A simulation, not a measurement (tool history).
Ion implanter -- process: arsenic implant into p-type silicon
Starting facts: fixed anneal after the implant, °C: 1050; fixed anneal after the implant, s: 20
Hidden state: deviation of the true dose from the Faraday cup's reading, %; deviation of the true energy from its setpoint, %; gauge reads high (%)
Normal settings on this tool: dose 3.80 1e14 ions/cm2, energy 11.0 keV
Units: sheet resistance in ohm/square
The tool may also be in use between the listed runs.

| run | hour | dose | energy | wafers since the last listed run | hours since the last dose calibration | hours since the extraction supply was calibrated | hours since the gauge calibration | read-back reference wafer on the same gauge, sheet resistance | sheet resistance |
|---|---|---|---|---|---|---|---|---|---|
| 1 | 0.0 | 3.80 | 9.0 | 0 | 724.4 | 5336.9 | 1811.9 | 298.92 | 275.25 |
| 2 | 94.5 | 3.80 | 9.0 | 1376 | 818.9 | 5431.4 | 1906.4 | 298.64 | 275.90 |
| 3 | 159.5 | 3.80 | 8.0 | 946 | 883.9 | 5496.4 | 1971.4 | 298.93 | 280.28 |
| 4 | 238.6 | 3.80 | 11.0 | 1152 | 963.0 | 5575.5 | 2050.5 | 298.84 | 276.15 |
| 5 | 325.2 | 3.80 | 11.0 | 1261 | 1049.6 | 5662.1 | 2137.1 | 298.90 | 275.15 |
| 6 | 389.7 | 3.80 | 11.0 | 939 | 1114.1 | 5726.6 | 2201.6 | 299.08 | 275.50 |
| 7 | 454.5 | 4.27 | 11.0 | 943 | 1178.9 | 5791.4 | 2266.4 | 298.70 | 252.40 |
| 8 | 557.2 | 4.27 | 11.0 | 1495 | 1281.6 | 5894.1 | 2369.1 | 298.93 | 251.14 |
| 9 | 634.6 | 3.80 | 8.5 | 1127 | 1359.0 | 5971.5 | 2446.5 | 299.14 | 283.18 |
| 10 | 700.7 | 3.80 | 8.5 | 962 | 1425.1 | 6037.6 | 2512.6 | 299.13 | 281.12 |
| 11 | 756.5 | 3.80 | 8.5 | 812 | 1480.9 | 6093.4 | 2568.4 | 298.75 | 279.74 |
| 12 | 807.4 | 3.80 | 11.0 | 741 | 1531.8 | 6144.3 | 2619.3 | 299.65 | 279.14 |
| 13 | 898.4 | 3.80 | 11.0 | 1325 | 1622.8 | 6235.3 | 2710.3 | 298.57 | 276.13 |
| 14 | 936.5 | 3.80 | 9.5 | 554 | 1660.9 | 6273.4 | 2748.4 | 298.64 | 279.53 |
|  | 969.7 | extraction supply calibrated |
| 15 | 1029.3 | 3.80 | 9.5 | 1235 | 1753.7 | 59.6 | 2841.2 | 299.08 | 282.81 |
|  | 1093.2 | gauge calibrated |
| 16 | 1111.3 | 3.80 | 7.5 | 1194 | 1835.7 | 141.6 | 18.1 | 299.20 | 284.83 |
| 17 | 1197.4 | 2.95 | 7.5 | 1254 | 1921.8 | 227.7 | 104.2 | 299.27 | 351.52 |
| 18 | 1245.2 | 4.54 | 10.0 | 696 | 1969.6 | 275.5 | 152.0 | 299.69 | 244.88 |
| 19 | 1335.9 | 4.74 | 12.5 | 1321 | 2060.3 | 366.2 | 242.7 | 298.85 | 235.82 |
| 20 | 1420.4 | 4.34 | 11.0 | 1230 | 2144.8 | 450.7 | 327.2 | 299.59 | 252.68 |
| 21 | 1464.4 | 3.12 | 12.0 | 640 | 2188.8 | 494.7 | 371.2 | 299.24 | 326.87 |
| 22 | 1557.1 | 2.85 | 11.0 | 1350 | 2281.5 | 587.4 | 463.9 | 299.47 | 353.82 |
| 23 | 1753.7 | 4.39 | 9.0 | 2863 | 2478.1 | 784.0 | 660.5 | 299.04 | 256.08 |
|  | 1846.6 | Faraday cup replaced and dose calibrated |
| 24 | 1968.9 | 3.80 | 11.0 | 3018 | 122.3 | 999.2 | 875.7 | 299.08 | 274.87 |
| 25 | 2056.1 | 3.80 | 13.5 | 1270 | 209.5 | 1086.4 | 962.9 | 299.30 | 271.19 |
| 26 | 2094.5 | 3.80 | 11.0 | 559 | 247.9 | 1124.8 | 1001.3 | 299.27 | 272.97 |
| 27 | 2154.0 | 3.80 | 11.0 | 866 | 307.4 | 1184.3 | 1060.8 | 299.36 | 270.90 |
| 28 | 2253.3 | 4.66 | 11.0 | 1446 | 406.7 | 1283.6 | 1160.1 | 298.46 | 233.56 |
| 29 | 2353.8 | 3.04 | 14.5 | 1463 | 507.2 | 1384.1 | 1260.6 | 298.30 | 319.86 |
| 30 | 2414.4 | 3.80 | 11.0 | 882 | 567.8 | 1444.7 | 1321.2 | 299.48 | 273.31 |
| 31 | 2470.7 | 2.80 | 11.0 | 820 | 624.1 | 1501.0 | 1377.5 | 299.10 | 351.72 |
| 32 | 2534.6 | 3.20 | 11.0 | 930 | 688.0 | 1564.9 | 1441.4 | 299.17 | 312.08 |
| 33 | 2575.9 | 3.80 | 7.5 | 601 | 729.3 | 1606.2 | 1482.7 | 299.23 | 277.11 |
| 34 | 2653.5 | 4.49 | 13.5 | 1130 | 806.9 | 1683.8 | 1560.3 | 299.27 | 236.85 |
| 35 | 2727.3 | 4.20 | 11.0 | 1075 | 880.7 | 1757.6 | 1634.1 | 299.05 | 251.43 |
| 36 | 2799.1 | 4.31 | 11.0 | 1045 | 952.5 | 1829.4 | 1705.9 | 298.94 | 249.73 |

For each run, the measured value with the value that run would have given without the tool's hidden condition subtracted. The run-to-run variation is shared by both, the gauge scatter possibly not:
| run | sheet resistance |
|---|---|
| 1 | +2.03 |
| 2 | +2.31 |
| 3 | +2.56 |
| 4 | +2.76 |
| 5 | +3.06 |
| 6 | +3.33 |
| 7 | +3.29 |
| 8 | +3.69 |
| 9 | +4.61 |
| 10 | +4.93 |
| 11 | +5.21 |
| 12 | +5.42 |
| 13 | +5.89 |
| 14 | +6.24 |
| 15 | +6.91 |
| 16 | +7.61 |
| 17 | +10.24 |
| 18 | +7.25 |
| 19 | +7.48 |
| 20 | +8.67 |
| 21 | +11.69 |
| 22 | +13.71 |
| 23 | +11.50 |
| 24 | -0.10 |
| 25 | -0.05 |
| 26 | -0.01 |
| 27 | +0.04 |
| 28 | +0.14 |
| 29 | +0.40 |
| 30 | +0.46 |
| 31 | +0.75 |
| 32 | +0.83 |
| 33 | +0.86 |
| 34 | +0.90 |
| 35 | +1.17 |
| 36 | +1.38 |

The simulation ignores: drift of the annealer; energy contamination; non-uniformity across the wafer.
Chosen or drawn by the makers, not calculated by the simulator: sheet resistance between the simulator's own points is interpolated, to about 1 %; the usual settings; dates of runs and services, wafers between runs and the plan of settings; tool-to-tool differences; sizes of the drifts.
